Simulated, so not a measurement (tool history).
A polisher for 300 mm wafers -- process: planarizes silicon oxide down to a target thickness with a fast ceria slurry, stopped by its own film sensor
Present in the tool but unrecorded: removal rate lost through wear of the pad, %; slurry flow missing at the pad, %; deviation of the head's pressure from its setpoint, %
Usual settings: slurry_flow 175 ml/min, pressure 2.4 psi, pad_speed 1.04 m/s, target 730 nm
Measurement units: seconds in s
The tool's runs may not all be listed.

run	hour	slurry_flow	pressure	pad_speed	target	wafers since the last listed run	wafers polished on this pad	hours since the slurry nozzle was cleaned	hours since the head pressure was calibrated	incoming thickness of the incoming film, nm	seconds
1	0.0	175	2.8	1.04	495	0	4741	633.5	987.5	1797.7	114.8
2	57.8	175	2.8	1.04	495	485	5226	691.3	1045.3	1867.8	119.3
3	95.7	175	2.4	1.04	730	318	5545	729.2	1083.2	1831.9	109.8
# hour 131.4: slurry nozzle cleaned
4	142.8	175	2.4	1.04	730	387	5932	11.4	1130.3	1791.1	106.9
# hour 172.6: worn pad replaced by a new one
5	242.3	175	2.4	1.04	730	802	585	110.9	1229.8	1848.1	102.3
6	341.8	175	2.4	1.04	730	835	1421	210.4	1329.3	1858.6	106.7
7	382.0	175	2.4	1.04	730	337	1758	250.6	1369.5	1828.1	104.4
# hour 441.4: head pressure recalibrated
8	450.0	175	2.4	1.04	920	554	2313	318.6	8.6	1798.0	76.5
9	502.2	175	2.4	1.04	730	438	2751	370.8	60.8	1827.7	97.2
10	566.1	175	2.4	1.04	730	536	3288	434.7	124.7	1807.8	94.9
# hour 745.8: worn pad replaced by a new one
# hour 864.5: slurry nozzle cleaned
11	865.6	175	2.4	1.04	730	2474	997	1.1	424.2	1803.7	93.4
12	960.6	175	2.4	1.04	730	798	1795	96.1	519.2	1815.6	95.2
13	1055.1	175	2.1	1.04	730	793	2589	190.6	613.7	1812.1	107.1
14	1130.2	175	2.4	0.88	730	630	3220	265.7	688.8	1827.2	115.2
15	1220.2	175	2.4	0.90	730	756	3976	355.7	778.8	1829.9	116.7
16	1296.8	175	2.4	0.90	730	643	4620	432.3	855.4	1836.2	120.7
# hour 1315.9: worn pad replaced by a new one
17	1370.6	175	2.7	1.04	730	586	459	506.1	929.2	1829.2	88.4
18	1415.5	175	2.4	1.04	880	377	836	551.0	974.1	1821.4	82.3
# hour 1463.1: slurry nozzle cleaned
19	1485.7	150	2.4	1.04	730	581	1418	22.6	1044.3	1849.1	103.1
20	1569.1	175	3.1	0.88	730	700	2118	106.0	1127.7	1838.6	99.6
21	1610.9	175	2.4	1.24	730	351	2470	147.8	1169.5	1815.4	86.1
# hour 1696.2: head pressure recalibrated
22	1711.4	195	2.4	1.04	730	827	3297	248.3	15.2	1855.1	99.1
23	1770.5	120	2.7	0.90	559	496	3793	307.4	74.3	1826.9	127.7
24	1840.6	175	2.4	1.04	880	588	4382	377.5	144.4	1833.1	85.5
25	1938.4	175	1.7	0.72	1066	821	5204	475.3	242.2	1833.7	131.5
# hour 1997.4: worn pad replaced by a new one
26	2031.7	135	2.4	1.04	730	750	288	568.6	335.5	1830.2	95.4
27	2126.3	225	2.4	1.04	730	794	1082	663.2	430.1	1822.8	90.2
# hour 2190.2: slurry nozzle cleaned
28	2194.5	175	3.1	1.04	907	564	1647	4.3	498.3	1851.6	66.0
29	2266.6	175	2.4	1.04	730	605	2253	76.4	570.4	1836.4	96.5
30	2345.0	175	2.4	1.04	730	658	2911	154.8	648.8	1862.8	102.8
31	2444.3	175	2.9	0.80	730	834	3745	254.1	748.1	1807.1	113.0
32	2521.5	230	2.9	0.80	1049	648	4394	331.3	825.3	1831.2	78.7
33	2568.4	125	2.4	1.04	730	393	4788	378.2	872.2	1792.4	106.9
34	2671.6	175	2.4	1.04	730	866	5655	481.4	975.4	1836.5	107.0
# hour 2677.8: worn pad replaced by a new one
35	2712.2	135	1.9	0.76	730	307	289	522.0	1016.0	1793.5	165.4
36	2782.8	175	2.4	1.04	730	593	882	592.6	1086.6	1843.5	98.9

List, for all runs, the conditions of the tool that the log does not record:
slurry flow missing at the pad, %: 0 in every run
H1: removal rate lost through wear of the pad, %
H2: deviation of the head's pressure from its setpoint, %
run	H1	H2
1	9.31	-7.2
2	10.2	-7.97
3	10.8	-8.5
4	11.6	-9.18
5	1.98	-10.7
6	3.56	-12.4
7	4.2	-13.1
8	5.28	0.598
9	6.11	0.574
10	7.12	0.497
11	2.46	-0.577
12	3.97	-1.16
13	5.47	-1.86
14	6.66	-2.5
15	8.08	-3.36
16	9.3	-4.18
17	1.42	-5.04
18	2.13	-5.6
19	3.24	-6.52
20	4.57	-7.71
21	5.23	-8.33
22	6.82	1.49
23	7.76	1.45
24	8.87	1.35
25	10.4	1.11
26	1.39	0.755
27	2.89	0.282
28	3.97	-0.132
29	5.11	-0.635
30	6.35	-1.26
31	7.93	-2.16
32	9.15	-2.96
33	9.9	-3.48
34	11.5	-4.72
35	2.61	-5.25
36	3.73	-6.22
